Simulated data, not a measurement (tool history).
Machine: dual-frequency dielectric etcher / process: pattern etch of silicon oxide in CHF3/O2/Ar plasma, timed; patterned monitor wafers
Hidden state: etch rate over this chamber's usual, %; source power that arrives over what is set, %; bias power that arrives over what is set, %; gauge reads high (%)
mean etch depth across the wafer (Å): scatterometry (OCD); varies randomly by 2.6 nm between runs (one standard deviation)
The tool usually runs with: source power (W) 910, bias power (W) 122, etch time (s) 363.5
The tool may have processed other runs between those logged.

run	hour	source power (W)	bias power (W)	etch time (s)	wafers since the last listed run	hours since the last wet clean	hours since the last source power generator calibration	hours since the last bias power generator calibration	hours since the last upper electrode change	hours since the gauge calibration	read-back reference wafer on the same gauge, depth_nm	mean etch depth across the wafer (Å)
1	0.0	910	122	363.5	0	122.0	1040.0	932.4	4538.8	277.5	799.0	7165
2	61.5	910	122	363.5	231	183.5	1101.5	993.9	4600.3	339.0	799.8	7167
# hour 220.6: wet clean of the chamber
3	267.0	910	122	363.5	682	46.4	1307.0	1199.4	4805.8	544.5	800.1	7152
4	296.9	910	122	363.5	112	76.3	1336.9	1229.3	4835.7	574.4	799.8	7111
5	322.0	910	122	363.5	94	101.4	1362.0	1254.4	4860.8	599.5	799.1	7185
# hour 342.4: gauge calibrated
6	384.3	910	122	283.5	234	163.7	1424.3	1316.7	4923.1	41.9	800.1	5565
# hour 415.7: source power generator calibrated
7	438.0	910	122	283.5	186	217.4	22.3	1370.4	4976.8	95.6	799.9	5625
8	475.1	1010	109	363.5	139	254.5	59.4	1407.5	5013.9	132.7	799.4	7143
9	505.5	1010	109	363.5	114	284.9	89.8	1437.9	5044.3	163.1	799.7	7180
10	558.4	910	111	363.5	198	337.8	142.7	1490.8	5097.2	216.0	799.1	6953
# hour 598.2: wet clean of the chamber
# hour 755.6: upper electrode replaced
11	772.9	910	122	423.5	626	174.7	357.2	1705.3	17.3	430.5	799.8	8421
12	818.2	1000	122	363.5	170	220.0	402.5	1750.6	62.6	475.8	800.1	7517
# hour 842.9: bias power generator calibrated
13	867.9	910	122	363.5	171	269.7	452.2	25.0	112.3	525.5	799.7	7426
14	926.3	910	111	363.5	219	328.1	510.6	83.4	170.7	583.9	799.9	7126
15	950.8	910	146	399.5	92	352.6	535.1	107.9	195.2	608.4	800.9	8852
# hour 970.6: gauge calibrated
# hour 1013.1: wet clean of the chamber
16	1013.6	1010	111	451.5	145	0.5	597.9	170.7	258.0	43.0	799.7	9110
17	1034.7	1050	122	299.0	79	21.6	619.0	191.8	279.1	64.1	799.8	6354
18	1073.1	850	122	456.5	144	60.0	657.4	230.2	317.5	102.5	799.9	8927
19	1103.0	790	151	313.5	112	89.9	687.3	260.1	347.4	132.4	799.3	6542
20	1172.6	790	151	313.5	261	159.5	756.9	329.7	417.0	202.0	798.7	6483
21	1227.3	990	137	398.0	205	214.2	811.6	384.4	471.7	256.7	799.8	8764
22	1258.3	740	140	333.5	116	245.2	842.6	415.4	502.7	287.7	800.5	6530
23	1298.4	1050	138	363.5	150	285.3	882.7	455.5	542.8	327.8	799.8	8165

Give the tool's hidden conditions for every run:
source power that arrives over what is set, %: 0 in every run
gauge reads high (%): 0 in every run
H1: etch rate over this chamber's usual, %
H2: bias power that arrives over what is set, %
run	H1	H2
1	0.306	-4.12
2	0.585	-4.23
3	0.22	-4.56
4	0.356	-4.6
5	0.47	-4.63
6	0.754	-4.7
7	0.998	-4.76
8	1.17	-4.8
9	1.3	-4.83
10	1.55	-4.88
11	1.15	-5.04
12	1.36	-5.07
13	1.58	0.288
14	1.85	-0.121
15	1.96	-0.283
16	0.0807	-0.672
17	0.177	-0.795
18	0.351	-1.01
19	0.487	-1.17
20	0.804	-1.51
21	1.05	-1.76
22	1.19	-1.89
23	1.38	-2.06
